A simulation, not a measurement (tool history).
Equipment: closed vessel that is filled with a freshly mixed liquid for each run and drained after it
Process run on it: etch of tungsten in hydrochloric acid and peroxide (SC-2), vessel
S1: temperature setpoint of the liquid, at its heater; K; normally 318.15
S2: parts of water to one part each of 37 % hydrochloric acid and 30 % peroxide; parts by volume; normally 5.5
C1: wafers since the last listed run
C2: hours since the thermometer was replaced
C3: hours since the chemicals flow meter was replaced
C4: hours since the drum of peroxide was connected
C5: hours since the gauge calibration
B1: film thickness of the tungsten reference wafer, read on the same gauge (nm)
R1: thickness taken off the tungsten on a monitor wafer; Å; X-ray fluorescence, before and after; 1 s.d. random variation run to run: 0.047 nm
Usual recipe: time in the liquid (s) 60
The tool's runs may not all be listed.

{"run": 1, "hour": 0.0, "S1": 318.15, "S2": 5.5, "time in the liquid (s)": 60, "C1": 0, "C2": 214.6, "C3": 337.4, "C4": 602.2, "C5": 119.1, "B1": 30.0, "R1": 112.8}
{"run": 2, "hour": 77.2, "S1": 318.15, "S2": 5.5, "time in the liquid (s)": 60, "C1": 9588, "C2": 291.8, "C3": 414.6, "C4": 679.4, "C5": 196.3, "B1": 30.02, "R1": 112.1}
{"hour": 83.1, "done": "new drum of peroxide connected, repeated, since the last time left the tool worse"}
{"run": 3, "hour": 124.1, "S1": 318.15, "S2": 5.5, "time in the liquid (s)": 80, "C1": 5700, "C2": 338.7, "C3": 461.5, "C4": 41.0, "C5": 243.2, "B1": 30.01, "R1": 162.7}
{"run": 4, "hour": 188.7, "S1": 318.15, "S2": 5.5, "time in the liquid (s)": 80, "C1": 8023, "C2": 403.3, "C3": 526.1, "C4": 105.6, "C5": 307.8, "B1": 30.0, "R1": 163.3}
{"run": 5, "hour": 290.2, "S1": 318.15, "S2": 5.5, "time in the liquid (s)": 80, "C1": 12606, "C2": 504.8, "C3": 627.6, "C4": 207.1, "C5": 409.3, "B1": 30.0, "R1": 162.2}
{"run": 6, "hour": 333.1, "S1": 322.15, "S2": 5.5, "time in the liquid (s)": 35, "C1": 5328, "C2": 547.7, "C3": 670.5, "C4": 250.0, "C5": 452.2, "B1": 30.0, "R1": 93.3}
{"run": 7, "hour": 417.4, "S1": 318.15, "S2": 5.5, "time in the liquid (s)": 60, "C1": 10470, "C2": 632.0, "C3": 754.8, "C4": 334.3, "C5": 536.5, "B1": 29.99, "R1": 120.8}
{"hour": 429.4, "done": "chemicals flow meter replaced"}
{"run": 8, "hour": 520.7, "S1": 312.65, "S2": 7.5, "time in the liquid (s)": 35, "C1": 12705, "C2": 735.3, "C3": 91.3, "C4": 437.6, "C5": 639.8, "B1": 30.0, "R1": 37.8}
{"run": 9, "hour": 606.4, "S1": 318.15, "S2": 5.5, "time in the liquid (s)": 60, "C1": 10644, "C2": 821.0, "C3": 177.0, "C4": 523.3, "C5": 725.5, "B1": 29.98, "R1": 119.8}
{"run": 10, "hour": 664.0, "S1": 318.15, "S2": 6.5, "time in the liquid (s)": 40, "C1": 7154, "C2": 878.6, "C3": 234.6, "C4": 580.9, "C5": 783.1, "B1": 30.0, "R1": 70.1}
{"run": 11, "hour": 768.4, "S1": 318.15, "S2": 7.5, "time in the liquid (s)": 75, "C1": 12966, "C2": 983.0, "C3": 339.0, "C4": 685.3, "C5": 887.5, "B1": 30.01, "R1": 116.9}
{"hour": 776.6, "done": "thermometer replaced"}
{"hour": 895.2, "done": "new drum of peroxide connected"}
{"run": 12, "hour": 1067.5, "S1": 325.15, "S2": 5.5, "time in the liquid (s)": 70, "C1": 36900, "C2": 290.9, "C3": 638.1, "C4": 172.3, "C5": 1186.6, "B1": 30.0, "R1": 229.2}
{"run": 13, "hour": 1124.2, "S1": 318.15, "S2": 5.5, "time in the liquid (s)": 30, "C1": 7042, "C2": 347.6, "C3": 694.8, "C4": 229.0, "C5": 1243.3, "B1": 30.02, "R1": 61.0}
{"run": 14, "hour": 1220.0, "S1": 310.15, "S2": 5.5, "time in the liquid (s)": 90, "C1": 11898, "C2": 443.4, "C3": 790.6, "C4": 324.8, "C5": 1339.1, "B1": 30.01, "R1": 103.3}
{"hour": 1317.4, "done": "chemicals flow meter replaced"}
{"run": 15, "hour": 1413.4, "S1": 311.15, "S2": 5.5, "time in the liquid (s)": 60, "C1": 23896, "C2": 636.8, "C3": 96.0, "C4": 518.2, "C5": 1532.5, "B1": 30.0, "R1": 73.3}
{"run": 16, "hour": 1513.3, "S1": 318.15, "S2": 5.5, "time in the liquid (s)": 60, "C1": 12407, "C2": 736.7, "C3": 195.9, "C4": 618.1, "C5": 1632.4, "B1": 30.01, "R1": 119.4}
{"run": 17, "hour": 1574.1, "S1": 318.15, "S2": 4.0, "time in the liquid (s)": 60, "C1": 7551, "C2": 797.5, "C3": 256.7, "C4": 678.9, "C5": 1693.2, "B1": 30.0, "R1": 148.9}
{"run": 18, "hour": 1635.0, "S1": 321.15, "S2": 4.0, "time in the liquid (s)": 60, "C1": 7563, "C2": 858.4, "C3": 317.6, "C4": 739.8, "C5": 1754.1, "B1": 30.01, "R1": 183.2}
{"hour": 1687.3, "done": "thermometer replaced"}
{"run": 19, "hour": 1704.6, "S1": 318.15, "S2": 5.5, "time in the liquid (s)": 60, "C1": 8520, "C2": 17.3, "C3": 387.2, "C4": 809.4, "C5": 1823.7, "B1": 30.0, "R1": 118.6}
{"hour": 1767.0, "done": "new drum of peroxide connected"}
{"run": 20, "hour": 1771.0, "S1": 308.65, "S2": 5.5, "time in the liquid (s)": 60, "C1": 8122, "C2": 83.7, "C3": 453.6, "C4": 4.0, "C5": 1890.1, "B1": 30.0, "R1": 62.8}
{"run": 21, "hour": 1861.4, "S1": 314.65, "S2": 5.5, "time in the liquid (s)": 85, "C1": 11227, "C2": 174.1, "C3": 544.0, "C4": 94.4, "C5": 1980.5, "B1": 30.0, "R1": 136.0}
{"run": 22, "hour": 1951.2, "S1": 325.65, "S2": 5.5, "time in the liquid (s)": 60, "C1": 11153, "C2": 263.9, "C3": 633.8, "C4": 184.2, "C5": 2070.3, "B1": 29.99, "R1": 201.4}
{"run": 23, "hour": 2062.4, "S1": 318.15, "S2": 5.5, "time in the liquid (s)": 90, "C1": 13811, "C2": 375.1, "C3": 745.0, "C4": 295.4, "C5": 2181.5, "B1": 30.0, "R1": 183.4}
{"run": 24, "hour": 2148.0, "S1": 321.65, "S2": 7.5, "time in the liquid (s)": 90, "C1": 10631, "C2": 460.7, "C3": 830.6, "C4": 381.0, "C5": 2267.1, "B1": 29.98, "R1": 182.6}
{"run": 25, "hour": 2228.0, "S1": 320.65, "S2": 5.5, "time in the liquid (s)": 60, "C1": 9936, "C2": 540.7, "C3": 910.6, "C4": 461.0, "C5": 2347.1, "B1": 29.99, "R1": 144.1}
{"hour": 2239.4, "done": "chemicals flow meter replaced"}
{"run": 26, "hour": 2329.5, "S1": 318.15, "S2": 4.0, "time in the liquid (s)": 75, "C1": 12482, "C2": 642.2, "C3": 90.1, "C4": 562.5, "C5": 2448.6, "B1": 30.0, "R1": 187.7}
{"run": 27, "hour": 2413.2, "S1": 318.15, "S2": 5.5, "time in the liquid (s)": 60, "C1": 10395, "C2": 725.9, "C3": 173.8, "C4": 646.2, "C5": 2532.3, "B1": 30.03, "R1": 120.2}
{"run": 28, "hour": 2499.7, "S1": 320.65, "S2": 4.5, "time in the liquid (s)": 45, "C1": 10743, "C2": 812.4, "C3": 260.3, "C4": 732.7, "C5": 2618.8, "B1": 29.99, "R1": 123.0}
{"hour": 2584.1, "done": "new drum of peroxide connected"}
{"run": 29, "hour": 2590.0, "S1": 325.65, "S2": 5.5, "time in the liquid (s)": 30, "C1": 11091, "C2": 902.7, "C3": 350.6, "C4": 5.9, "C5": 2709.1, "B1": 30.0, "R1": 101.5}
{"hour": 2651.7, "done": "thermometer replaced"}
{"run": 30, "hour": 2724.8, "S1": 314.65, "S2": 8.0, "time in the liquid (s)": 50, "C1": 16618, "C2": 73.1, "C3": 485.4, "C4": 140.7, "C5": 2843.9, "B1": 29.99, "R1": 60.1}

Each row is a separate what-if for the run after 30, all from the same tool condition, not one after another. Results?
{"run": "A", "hour": 2725.5, "S1": 318.15, "S2": 5.5, "time in the liquid (s)": 35, "C1": 86, "C2": 73.8, "C3": 486.1, "C4": 141.4, "C5": 2844.6, "B1": "?", "R1": "?"}
{"run": "B", "hour": 2725.5, "S1": 327.65, "S2": 5.5, "time in the liquid (s)": 60, "C1": 86, "C2": 73.8, "C3": 486.1, "C4": 141.4, "C5": 2844.6, "B1": "?", "R1": "?"}
{"run": "C", "hour": 2725.5, "S1": 310.65, "S2": 5.5, "time in the liquid (s)": 50, "C1": 86, "C2": 73.8, "C3": 486.1, "C4": 141.4, "C5": 2844.6, "B1": "?", "R1": "?"}
{"run": "D", "hour": 2725.5, "S1": 318.15, "S2": 6.5, "time in the liquid (s)": 60, "C1": 86, "C2": 73.8, "C3": 486.1, "C4": 141.4, "C5": 2844.6, "B1": "?", "R1": "?"}

run=A B1=29.99 R1=71.2
run=B B1=29.99 R1=230.1
run=C B1=29.99 R1=59.9
run=D B1=29.99 R1=107.6
Stripped of hidden state, with their random variation kept, the same runs would have yielded:
run=A R1=71.7
run=B R1=231.9
run=C R1=60.4
run=D R1=108.5
